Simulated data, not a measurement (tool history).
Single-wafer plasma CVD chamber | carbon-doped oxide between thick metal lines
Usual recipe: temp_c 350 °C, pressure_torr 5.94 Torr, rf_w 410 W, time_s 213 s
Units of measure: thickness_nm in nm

run,day,temp_c,pressure_torr,rf_w,time_s,"read-back reference wafer on the same gauge, thickness_nm",thickness_nm
1,0,350,5.94,410,213,1024.681,883.675
2,1.404,350,5.94,410,213,1025.297,875.413
3,2.208,350,5.94,410,242,1024.692,989.117
4,3.033,350,5.94,410,242,1025.097,990.298
5,4.304,350,5.94,410,242,1023.307,985.872
# day 4.904: thermocouple changed; heater temperature recalibrated
6,4.925,350,5.94,410,213,1025.034,862.136
7,5.675,350,5.94,410,195,1024.727,793.345
8,6.308,350,6.73,410,198,1025.928,810.952
# day 7.029: gauge calibrated
# day 7.242: showerhead replaced
9,7.262,350,5.94,410,213,1025.131,860.735
# day 7.838: capacitance manometer re-zeroed and calibrated
10,8.146,350,5.94,410,213,1024.2,857.705
11,9.296,345,5.94,465,239,1026.101,1098.662
# day 9.817: RF generator calibrated
12,10.708,350,6.71,410,232,1024.822,1024.697
13,11.754,350,5.94,410,213,1025.043,931.927
14,12.304,350,4.92,410,213,1025.024,904.262
15,13.571,350,6.79,375,174,1023.903,707.295

Below, some changes in thickness_nm between adjacent runs. For each, the amount present without the hidden state too (settings, incoming material, random variation) and the amount remaining for the hidden state with gauge scatter not shared by both compared results:
Hidden state at play: wafer temperature above the value expected at the setpoint (K); delivered RF power above the setpoint (%); true pressure above the setpoint (%); gauge reads high (%).
Run 10 -> 11: temp_c 350 -> 345, rf_w 410 -> 465, time_s 213 -> 239. thickness_nm +240.957 nm: hidden state -18.427, all else +259.384.
Run 11 -> 12: temp_c 345 -> 350, pressure_torr 5.94 -> 6.71, rf_w 465 -> 410, time_s 239 -> 232, RF generator calibrated. thickness_nm -73.965 nm: hidden state +93.574, all else -167.539.

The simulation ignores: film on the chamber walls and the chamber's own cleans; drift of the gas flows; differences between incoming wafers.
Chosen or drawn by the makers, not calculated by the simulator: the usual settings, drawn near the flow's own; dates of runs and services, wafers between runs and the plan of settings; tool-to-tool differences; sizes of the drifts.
